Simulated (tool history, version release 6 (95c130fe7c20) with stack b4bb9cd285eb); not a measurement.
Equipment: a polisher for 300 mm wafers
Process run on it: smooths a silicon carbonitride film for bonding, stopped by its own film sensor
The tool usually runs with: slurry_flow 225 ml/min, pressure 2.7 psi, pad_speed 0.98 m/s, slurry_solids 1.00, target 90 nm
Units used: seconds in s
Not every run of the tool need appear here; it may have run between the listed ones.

| run | day | slurry_flow | pressure | pad_speed | slurry_solids | target | wafers since the last listed run | wafers polished on this pad | hours since the slurry nozzle was cleaned | hours since the head pressure was calibrated | hours since the slurry blender was calibrated | incoming thickness of the incoming film, nm | seconds |
|---|---|---|---|---|---|---|---|---|---|---|---|---|---|
| 1 | 0.000 | 225 | 2.9 | 0.98 | 1.00 | 90 | 0 | 1817 | 438.0 | 311.8 | 44.3 | 111.3 | 67.6 |
| 2 | 4.321 | 225 | 2.7 | 0.98 | 1.05 | 90 | 1007 | 2824 | 541.7 | 415.5 | 148.0 | 110.4 | 70.5 |
|  | 4.583 | slurry nozzle cleaned |
| 3 | 7.996 | 225 | 2.7 | 0.98 | 1.05 | 90 | 847 | 3671 | 81.9 | 503.7 | 236.2 | 108.4 | 62.8 |
| 4 | 9.725 | 225 | 2.7 | 0.98 | 1.05 | 90 | 403 | 4074 | 123.4 | 545.2 | 277.7 | 109.2 | 66.4 |
| 5 | 11.950 | 225 | 2.7 | 0.98 | 1.00 | 90 | 518 | 4593 | 176.8 | 598.6 | 331.1 | 109.8 | 70.8 |
|  | 14.542 | worn pad replaced by a new one |
|  | 14.796 | head pressure recalibrated |
| 6 | 15.171 | 225 | 2.7 | 0.98 | 1.00 | 90 | 692 | 126 | 254.1 | 9.0 | 408.4 | 109.9 | 69.2 |
| 7 | 18.821 | 225 | 2.7 | 0.98 | 1.00 | 90 | 850 | 977 | 341.7 | 96.6 | 496.0 | 111.6 | 78.2 |
| 8 | 20.929 | 225 | 2.7 | 0.98 | 1.00 | 90 | 491 | 1469 | 392.3 | 147.2 | 546.6 | 109.9 | 73.4 |
|  | 23.029 | slurry blender recalibrated |
| 9 | 24.167 | 225 | 2.7 | 0.98 | 1.00 | 90 | 735 | 2204 | 470.0 | 224.9 | 27.3 | 110.8 | 76.2 |
| 10 | 26.196 | 225 | 2.7 | 0.98 | 1.00 | 90 | 473 | 2677 | 518.7 | 273.6 | 76.0 | 109.9 | 71.1 |
|  | 29.138 | slurry nozzle cleaned, repeated, since the last time left the tool worse |
| 11 | 29.279 | 225 | 2.7 | 0.98 | 1.00 | 90 | 709 | 3387 | 3.4 | 347.6 | 150.0 | 109.1 | 63.8 |
| 12 | 32.875 | 190 | 2.7 | 0.98 | 1.00 | 90 | 838 | 4225 | 89.7 | 433.9 | 236.3 | 109.0 | 65.7 |
| 13 | 34.396 | 175 | 3.3 | 0.98 | 1.00 | 92 | 354 | 4579 | 126.2 | 470.4 | 272.8 | 111.3 | 56.8 |
|  | 36.654 | head pressure recalibrated |
| 14 | 37.812 | 225 | 2.4 | 0.98 | 1.00 | 85 | 777 | 5357 | 208.2 | 27.8 | 354.8 | 110.0 | 94.7 |
|  | 38.767 | worn pad replaced by a new one |
| 15 | 40.929 | 265 | 1.9 | 1.26 | 1.00 | 90 | 687 | 504 | 283.0 | 102.6 | 429.6 | 108.9 | 72.0 |
|  | 44.108 | slurry blender recalibrated |
| 16 | 44.883 | 225 | 2.1 | 0.98 | 1.00 | 96 | 902 | 1406 | 377.9 | 197.5 | 18.6 | 110.7 | 63.6 |
| 17 | 46.500 | 255 | 2.7 | 0.98 | 1.00 | 90 | 376 | 1783 | 416.7 | 236.3 | 57.4 | 110.3 | 68.2 |
| 18 | 49.188 | 295 | 2.7 | 0.98 | 1.00 | 92 | 626 | 2409 | 481.2 | 300.8 | 121.9 | 111.3 | 63.3 |
| 19 | 52.733 | 265 | 1.9 | 1.26 | 1.00 | 90 | 826 | 3236 | 566.3 | 385.9 | 207.0 | 109.3 | 72.8 |
|  | 52.921 | slurry nozzle cleaned |
| 20 | 57.021 | 225 | 2.7 | 0.98 | 1.00 | 90 | 989 | 4226 | 98.4 | 488.8 | 309.9 | 108.1 | 60.9 |
|  | 58.454 | head pressure recalibrated |
| 21 | 59.508 | 225 | 2.7 | 0.98 | 1.00 | 90 | 560 | 4787 | 158.1 | 25.3 | 369.6 | 109.2 | 66.3 |
| 22 | 62.583 | 225 | 2.7 | 0.98 | 1.00 | 90 | 716 | 5503 | 231.9 | 99.1 | 443.4 | 109.9 | 68.2 |
|  | 63.762 | worn pad replaced by a new one |
| 23 | 64.788 | 225 | 2.7 | 0.74 | 1.00 | 87 | 475 | 238 | 284.8 | 152.0 | 496.3 | 108.9 | 91.8 |
| 24 | 68.488 | 225 | 2.9 | 0.98 | 1.00 | 90 | 862 | 1101 | 373.6 | 240.8 | 585.1 | 109.4 | 60.4 |
|  | 71.438 | slurry blender recalibrated |
| 25 | 72.612 | 225 | 3.4 | 0.98 | 1.00 | 90 | 942 | 2043 | 472.6 | 339.8 | 28.2 | 108.9 | 53.4 |
| 26 | 76.662 | 285 | 2.7 | 0.98 | 1.30 | 90 | 944 | 2987 | 569.8 | 437.0 | 125.4 | 110.0 | 57.3 |
|  | 79.154 | slurry nozzle cleaned |
| 27 | 82.921 | 225 | 2.7 | 0.74 | 1.20 | 90 | 1449 | 4436 | 90.4 | 587.2 | 275.6 | 109.8 | 73.0 |
|  | 85.804 | head pressure recalibrated |
| 28 | 87.050 | 225 | 3.2 | 1.30 | 1.30 | 90 | 943 | 5380 | 189.5 | 29.9 | 374.7 | 110.3 | 43.1 |
|  | 87.600 | worn pad replaced by a new one |
| 29 | 90.575 | 295 | 2.7 | 0.98 | 1.15 | 87 | 782 | 693 | 274.1 | 114.5 | 459.3 | 109.9 | 70.9 |

Below are 4 alternative next runs, each starting from the tool's condition after run 29. Predict each:
| A | 90.592 | 225 | 3.6 | 0.98 | 1.00 | 90 | 3 | 697 | 274.5 | 114.9 | 459.7 | 110.0 | ? |
| B | 90.592 | 170 | 2.7 | 1.16 | 1.00 | 87 | 3 | 697 | 274.5 | 114.9 | 459.7 | 110.0 | ? |
| C | 90.592 | 225 | 2.7 | 1.08 | 1.00 | 90 | 3 | 697 | 274.5 | 114.9 | 459.7 | 110.0 | ? |
| D | 90.592 | 225 | 2.7 | 0.98 | 1.25 | 84 | 3 | 697 | 274.5 | 114.9 | 459.7 | 110.0 | ? |

| run | seconds |
|---|---|
| A | 53.2 |
| B | 72.4 |
| C | 64.2 |
| D | 80.6 |
Stripped of hidden state, with their random variation kept, the same runs would have yielded:
| run | seconds |
|---|---|
| A | 52.6 |
| B | 71.5 |
| C | 63.5 |
| D | 79.8 |
